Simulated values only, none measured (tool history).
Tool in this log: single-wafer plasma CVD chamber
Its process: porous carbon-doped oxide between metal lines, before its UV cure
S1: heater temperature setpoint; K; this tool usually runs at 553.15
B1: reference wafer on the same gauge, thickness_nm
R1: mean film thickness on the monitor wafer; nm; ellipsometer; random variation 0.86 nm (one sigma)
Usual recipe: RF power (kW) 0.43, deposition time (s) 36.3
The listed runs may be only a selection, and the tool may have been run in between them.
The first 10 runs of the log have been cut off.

run 11 hour=445.9 | S1=557.15 RF_power_(kW)=0.43 deposition_time_(s)=36.3 | B1=182.797 | R1=185.979
run 12 hour=502.3 | S1=557.15 RF_power_(kW)=0.43 deposition_time_(s)=36.3 | B1=182.925 | R1=188.324
-- hour=531.6 showerhead replaced, of another model than before
run 13 hour=555.6 | S1=557.15 RF_power_(kW)=0.43 deposition_time_(s)=36.3 | B1=183.104 | R1=189.91
run 14 hour=628.2 | S1=546.15 RF_power_(kW)=0.43 deposition_time_(s)=38.7 | B1=182.787 | R1=212.118
-- hour=629.4 gauge calibrated
run 15 hour=667.2 | S1=546.15 RF_power_(kW)=0.43 deposition_time_(s)=38.7 | B1=183.105 | R1=214.431
run 16 hour=736.3 | S1=546.15 RF_power_(kW)=0.43 deposition_time_(s)=38.7 | B1=183.055 | R1=214.252
run 17 hour=806.3 | S1=553.15 RF_power_(kW)=0.43 deposition_time_(s)=36.3 | B1=183.224 | R1=192.965
run 18 hour=867.7 | S1=559.15 RF_power_(kW)=0.495 deposition_time_(s)=41.3 | B1=182.99 | R1=230.284
-- hour=893 thermocouple changed; heater temperature recalibrated
run 19 hour=893.5 | S1=553.15 RF_power_(kW)=0.43 deposition_time_(s)=36.3 | B1=182.881 | R1=193.482
run 20 hour=924.3 | S1=543.15 RF_power_(kW)=0.485 deposition_time_(s)=36.3 | B1=182.93 | R1=219.698
-- hour=960 RF generator calibrated
run 21 hour=975 | S1=566.15 RF_power_(kW)=0.43 deposition_time_(s)=30 | B1=182.737 | R1=150.531
run 22 hour=1011.7 | S1=540.15 RF_power_(kW)=0.385 deposition_time_(s)=34.4 | B1=183.018 | R1=186.366
run 23 hour=1054.8 | S1=553.15 RF_power_(kW)=0.43 deposition_time_(s)=36.3 | B1=182.877 | R1=194.791
run 24 hour=1109.4 | S1=553.15 RF_power_(kW)=0.38 deposition_time_(s)=30.7 | B1=183.345 | R1=152.847
run 25 hour=1141.8 | S1=542.15 RF_power_(kW)=0.495 deposition_time_(s)=32.4 | B1=183.078 | R1=203.392
run 26 hour=1183.8 | S1=559.15 RF_power_(kW)=0.365 deposition_time_(s)=40 | B1=183.094 | R1=188.018
run 27 hour=1214.1 | S1=553.15 RF_power_(kW)=0.505 deposition_time_(s)=43.2 | B1=183.359 | R1=254.492
run 28 hour=1241.6 | S1=539.15 RF_power_(kW)=0.385 deposition_time_(s)=38.8 | B1=183.006 | R1=211.502
run 29 hour=1303.8 | S1=546.15 RF_power_(kW)=0.43 deposition_time_(s)=36.3 | B1=183.015 | R1=203.221
run 30 hour=1368.1 | S1=567.15 RF_power_(kW)=0.47 deposition_time_(s)=39.4 | B1=183.186 | R1=206.863
run 31 hour=1410.3 | S1=549.15 RF_power_(kW)=0.51 deposition_time_(s)=36.3 | B1=183.086 | R1=219.778
run 32 hour=1475.9 | S1=553.15 RF_power_(kW)=0.43 deposition_time_(s)=36.3 | B1=182.966 | R1=194.842
run 33 hour=1511.7 | S1=553.15 RF_power_(kW)=0.43 deposition_time_(s)=36.3 | B1=182.769 | R1=192.889
run 34 hour=1567.8 | S1=557.15 RF_power_(kW)=0.405 deposition_time_(s)=31.2 | B1=183.17 | R1=156.734
run 35 hour=1606.1 | S1=553.15 RF_power_(kW)=0.43 deposition_time_(s)=36.3 | B1=183.102 | R1=194.216

Forecast each of these 3 alternatives for the next run:
run A hour=1606.5 | S1=553.15 RF_power_(kW)=0.43 deposition_time_(s)=33.3 | B1=? | R1=?
run B hour=1606.5 | S1=553.15 RF_power_(kW)=0.43 deposition_time_(s)=32.9 | B1=? | R1=?
run C hour=1606.5 | S1=565.15 RF_power_(kW)=0.405 deposition_time_(s)=30.3 | B1=? | R1=?

run=A B1=183.162 R1=179.142
run=B B1=183.162 R1=177.051
run=C B1=183.162 R1=147.53
Without the tool's unlogged condition, the same runs would have read:
run=A R1=181.715
run=B R1=179.593
run=C R1=149.649
